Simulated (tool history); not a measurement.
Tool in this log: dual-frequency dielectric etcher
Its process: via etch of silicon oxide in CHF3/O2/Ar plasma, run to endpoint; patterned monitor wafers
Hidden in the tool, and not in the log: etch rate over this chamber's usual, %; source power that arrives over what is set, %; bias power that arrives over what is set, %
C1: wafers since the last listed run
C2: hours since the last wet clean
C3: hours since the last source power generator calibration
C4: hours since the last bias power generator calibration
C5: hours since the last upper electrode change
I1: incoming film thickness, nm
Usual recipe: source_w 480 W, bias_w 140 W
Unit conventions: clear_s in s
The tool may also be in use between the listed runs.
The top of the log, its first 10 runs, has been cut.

-- hour=271.7 upper electrode replaced
run 11 hour=295 | source_w=480 bias_w=140 | C1=224 C2=169.5 C3=2901.4 C4=2600.5 C5=23.3 | I1=768.8 | clear_s=455.2
run 12 hour=314.4 | source_w=480 bias_w=140 | C1=90 C2=188.9 C3=2920.8 C4=2619.9 C5=42.7 | I1=766.3 | clear_s=454.9
run 13 hour=334.1 | source_w=570 bias_w=140 | C1=92 C2=208.6 C3=2940.5 C4=2639.6 C5=62.4 | I1=783.3 | clear_s=420.8
run 14 hour=363.7 | source_w=570 bias_w=140 | C1=138 C2=238.2 C3=2970.1 C4=2669.2 C5=92 | I1=779.9 | clear_s=420.2
run 15 hour=381.4 | source_w=570 bias_w=140 | C1=82 C2=255.9 C3=2987.8 C4=2686.9 C5=109.7 | I1=775.2 | clear_s=414.3
run 16 hour=400.8 | source_w=480 bias_w=140 | C1=90 C2=275.3 C3=3007.2 C4=2706.3 C5=129.1 | I1=776.1 | clear_s=457
run 17 hour=417.2 | source_w=480 bias_w=133 | C1=76 C2=291.7 C3=3023.6 C4=2722.7 C5=145.5 | I1=773.5 | clear_s=468.2
run 18 hour=434.7 | source_w=430 bias_w=163 | C1=81 C2=309.2 C3=3041.1 C4=2740.2 C5=163 | I1=773.9 | clear_s=455.2
run 19 hour=462.9 | source_w=440 bias_w=120 | C1=132 C2=337.4 C3=3069.3 C4=2768.4 C5=191.2 | I1=772.3 | clear_s=519.5
-- hour=479.2 bias power generator calibrated
run 20 hour=496.2 | source_w=480 bias_w=140 | C1=137 C2=370.7 C3=3102.6 C4=17 C5=224.5 | I1=770.6 | clear_s=454.5
run 21 hour=530.9 | source_w=480 bias_w=140 | C1=162 C2=405.4 C3=3137.3 C4=51.7 C5=259.2 | I1=781.1 | clear_s=459.3
-- hour=580.1 wet clean of the chamber
run 22 hour=580.6 | source_w=410 bias_w=140 | C1=120 C2=0.5 C3=3187 C4=101.4 C5=308.9 | I1=768.4 | clear_s=510.1
run 23 hour=581 | source_w=550 bias_w=140 | C1=1 C2=0.9 C3=3187.4 C4=101.8 C5=309.3 | I1=773 | clear_s=425.2
run 24 hour=589.6 | source_w=410 bias_w=120 | C1=40 C2=9.5 C3=3196 C4=110.4 C5=317.9 | I1=773.5 | clear_s=550.1
-- hour=603.8 source power generator calibrated
run 25 hour=604.4 | source_w=530 bias_w=140 | C1=50 C2=24.3 C3=0.6 C4=125.2 C5=332.7 | I1=777.1 | clear_s=436.5
run 26 hour=630.1 | source_w=570 bias_w=108 | C1=120 C2=50 C3=26.3 C4=150.9 C5=358.4 | I1=782.1 | clear_s=475.9
run 27 hour=661.4 | source_w=520 bias_w=114 | C1=146 C2=81.3 C3=57.6 C4=182.2 C5=389.7 | I1=774.3 | clear_s=486.6
run 28 hour=675.6 | source_w=480 bias_w=140 | C1=66 C2=95.5 C3=71.8 C4=196.4 C5=403.9 | I1=775.2 | clear_s=460.3
run 29 hour=701.9 | source_w=480 bias_w=140 | C1=123 C2=121.8 C3=98.1 C4=222.7 C5=430.2 | I1=780.1 | clear_s=462
run 30 hour=731.6 | source_w=480 bias_w=129 | C1=139 C2=151.5 C3=127.8 C4=252.4 C5=459.9 | I1=775.1 | clear_s=476.1
run 31 hour=746.4 | source_w=380 bias_w=130 | C1=69 C2=166.3 C3=142.6 C4=267.2 C5=474.7 | I1=773 | clear_s=550.8
run 32 hour=780.7 | source_w=450 bias_w=153 | C1=160 C2=200.6 C3=176.9 C4=301.5 C5=509 | I1=778.5 | clear_s=459.1
run 33 hour=812 | source_w=580 bias_w=123 | C1=146 C2=231.9 C3=208.2 C4=332.8 C5=540.3 | I1=773.2 | clear_s=435.3

Alternative continuations, all from the tool just after run 33; predict every row:
run A hour=812.5 | source_w=480 bias_w=126 | C1=2 C2=232.4 C3=208.7 C4=333.3 C5=540.8 | I1=775.5 | clear_s=?
run B hour=812.5 | source_w=540 bias_w=107 | C1=2 C2=232.4 C3=208.7 C4=333.3 C5=540.8 | I1=775.5 | clear_s=?
run C hour=812.5 | source_w=380 bias_w=140 | C1=2 C2=232.4 C3=208.7 C4=333.3 C5=540.8 | I1=775.5 | clear_s=?
run D hour=812.5 | source_w=400 bias_w=172 | C1=2 C2=232.4 C3=208.7 C4=333.3 C5=540.8 | I1=775.5 | clear_s=?

run=A clear_s=483.9
run=B clear_s=487.8
run=C clear_s=536.6
run=D clear_s=469.3
The same runs, with their run-to-run variation unchanged, on a tool lacking any hidden condition would have given:
run=A clear_s=487.9
run=B clear_s=491.9
run=C clear_s=541.1
run=D clear_s=473.2
